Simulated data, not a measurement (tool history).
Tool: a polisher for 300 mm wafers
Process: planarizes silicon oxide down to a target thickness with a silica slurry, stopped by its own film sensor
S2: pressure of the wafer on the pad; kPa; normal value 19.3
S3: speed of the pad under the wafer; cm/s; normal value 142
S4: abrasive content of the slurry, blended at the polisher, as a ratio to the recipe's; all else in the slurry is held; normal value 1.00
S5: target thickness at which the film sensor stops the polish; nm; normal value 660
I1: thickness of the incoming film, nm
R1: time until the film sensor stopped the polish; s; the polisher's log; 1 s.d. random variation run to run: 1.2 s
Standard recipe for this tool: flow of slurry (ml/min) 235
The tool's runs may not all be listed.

Run 1, day 0.000: usual settings but flow of slurry (ml/min) 185, S4 1.15; I1 868.9. Result: R1 104.9 s.
Run 2, day 0.529: usual settings; I1 860.4. Result: R1 99.5 s.
Run 3, day 0.846: usual settings but S5 706 nm; I1 867.7. Result: R1 80.8 s.
Run 4, day 1.458: usual settings; I1 852.5. Result: R1 96.8 s.
At day 1.717: worn pad replaced by a new one.
Run 5, day 1.888: usual settings but S4 1.10; I1 855.1. Result: R1 95.2 s.
Run 6, day 2.538: usual settings but S4 1.10; I1 856.3. Result: R1 99.3 s.
Run 7, day 2.788: usual settings but S4 1.10; I1 862.0. Result: R1 99.7 s.
Run 8, day 3.404: usual settings but flow of slurry (ml/min) 205; I1 858.1. Result: R1 104.0 s.
Run 9, day 3.779: usual settings but flow of slurry (ml/min) 205; I1 850.1. Result: R1 101.1 s.
At day 4.471: head pressure recalibrated.
Run 10, day 4.654: usual settings but flow of slurry (ml/min) 205; I1 865.1. Result: R1 109.6 s.
At day 4.871: conditioning disc replaced and pad reconditioned.
Run 11, day 5.288: usual settings but S4 0.85; I1 873.5. Result: R1 120.5 s.
Run 12, day 5.796: usual settings but S4 0.85; I1 867.1. Result: R1 117.6 s.
Run 13, day 6.050: usual settings but S2 15.9 kPa; I1 857.6. Result: R1 131.7 s.

For run 14, what comes out?
Run 14, day 6.304: usual settings but flow of slurry (ml/min) 165, S4 1.25; I1 860.8. Result: R1 ?.

For run 14 the tool returned R1 109.0 s.
Minus the tool's unlogged condition, the same run would have read R1 86.7 s.

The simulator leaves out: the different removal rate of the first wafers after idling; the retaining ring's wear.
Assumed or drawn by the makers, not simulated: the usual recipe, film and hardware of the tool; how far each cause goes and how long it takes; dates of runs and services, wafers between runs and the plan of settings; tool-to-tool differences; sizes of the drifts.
